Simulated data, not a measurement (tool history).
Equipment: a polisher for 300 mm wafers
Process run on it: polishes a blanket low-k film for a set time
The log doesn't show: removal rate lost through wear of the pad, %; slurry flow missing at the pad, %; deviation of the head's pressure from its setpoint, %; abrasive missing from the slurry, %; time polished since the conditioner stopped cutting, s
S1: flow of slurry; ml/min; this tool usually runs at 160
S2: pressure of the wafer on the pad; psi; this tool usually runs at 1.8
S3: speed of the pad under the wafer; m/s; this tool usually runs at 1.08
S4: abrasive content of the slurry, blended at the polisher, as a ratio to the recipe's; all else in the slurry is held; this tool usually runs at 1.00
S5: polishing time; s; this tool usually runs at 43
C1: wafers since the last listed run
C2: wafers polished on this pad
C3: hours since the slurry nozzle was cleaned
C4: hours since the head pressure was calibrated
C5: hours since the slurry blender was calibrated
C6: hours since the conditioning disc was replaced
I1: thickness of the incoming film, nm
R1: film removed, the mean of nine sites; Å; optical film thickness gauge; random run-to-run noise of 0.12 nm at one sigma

run	day	S1	S2	S3	S4	S5	C1	C2	C3	C4	C5	C6	I1	R1
1	0.000	160	1.8	1.08	1.00	43	0	431	354.5	1050.3	245.6	370.2	656.9	150
2	1.692	160	1.8	1.08	1.00	43	471	902	395.1	1090.9	286.2	410.8	658.6	146
# day 1.833: conditioning disc replaced and pad reconditioned
3	2.229	160	1.8	1.08	1.00	43	126	1028	408.0	1103.8	299.1	9.5	659.2	147
4	2.733	160	1.4	1.08	1.00	43	140	1168	420.1	1115.9	311.2	21.6	664.8	125
5	3.225	160	1.4	1.08	1.00	43	136	1305	431.9	1127.7	323.0	33.4	670.6	122
6	3.733	160	1.8	1.08	1.10	43	141	1447	444.1	1139.9	335.2	45.6	663.7	143
# day 4.308: worn pad replaced by a new one
7	4.338	160	1.8	1.08	1.10	43	121	8	458.6	1154.4	349.7	60.1	659.8	156
8	4.975	160	1.8	1.08	1.10	43	177	185	473.9	1169.7	365.0	75.4	656.4	156
9	5.517	160	1.8	1.08	1.00	43	150	336	486.9	1182.7	378.0	88.4	659.5	152
# day 5.850: slurry blender recalibrated
10	5.933	160	1.8	1.08	1.00	43	92	429	496.9	1192.7	2.0	98.4	652.5	159
# day 6.033: slurry nozzle cleaned
11	6.512	160	1.8	1.08	1.10	43	149	579	11.5	1206.6	15.9	112.3	657.8	161
12	6.850	140	1.8	1.08	0.85	57	93	673	19.6	1214.7	24.0	120.4	652.1	191
13	7.529	160	1.8	1.18	1.25	49	189	862	35.9	1231.0	40.3	136.7	657.4	202
# day 7.933: head pressure recalibrated
14	7.954	160	1.8	0.82	0.75	43	95	957	46.1	0.5	50.5	146.9	668.5	108
15	8.462	160	2.0	0.84	1.25	43	141	1098	58.3	12.7	62.7	159.1	648.9	140
16	8.717	105	1.8	1.08	1.00	43	70	1169	64.4	18.8	68.8	165.2	662.8	138
17	9.175	160	1.8	1.08	1.00	43	127	1297	75.4	29.8	79.8	176.2	668.6	143
# day 9.642: worn pad replaced by a new one
18	9.829	160	1.6	1.38	1.00	43	135	52	91.1	45.5	95.5	191.9	662.8	176
19	10.458	160	1.2	0.90	1.00	43	175	227	106.2	60.6	110.6	207.0	665.2	107
20	11.162	160	1.5	1.38	1.00	43	196	423	123.1	77.5	127.5	223.9	651.9	167
21	11.633	160	1.8	1.08	1.00	43	131	554	134.4	88.8	138.8	235.2	647.7	152
22	12.200	175	1.5	0.86	1.00	34	157	712	148.0	102.4	152.4	248.8	664.0	91
23	12.517	160	1.8	0.72	1.20	52	88	800	155.6	110.0	160.0	256.4	655.0	144
24	13.096	160	1.8	1.08	1.00	43	161	961	169.5	123.9	173.9	270.3	657.8	151
25	13.354	160	1.5	0.86	1.00	38	71	1033	175.7	130.1	180.1	276.5	652.8	98

Predict each of these 5 candidate next runs independently; none follows another, all start after run 25:
A	13.371	210	1.8	1.08	1.00	43	4	1038	176.1	130.5	180.5	276.9	663.4	?
B	13.371	125	1.4	1.08	1.00	43	4	1038	176.1	130.5	180.5	276.9	663.4	?
C	13.371	185	1.5	1.08	1.00	36	4	1038	176.1	130.5	180.5	276.9	663.4	?
D	13.371	160	1.8	1.24	1.00	43	4	1038	176.1	130.5	180.5	276.9	663.4	?
E	13.371	160	1.8	1.08	0.80	43	4	1038	176.1	130.5	180.5	276.9	663.4	?

run	R1
A	154
B	124
C	114
D	166
E	136
What these runs would have given with no unlogged condition in the tool:
run	R1
A	169
B	136
C	125
D	182
E	150
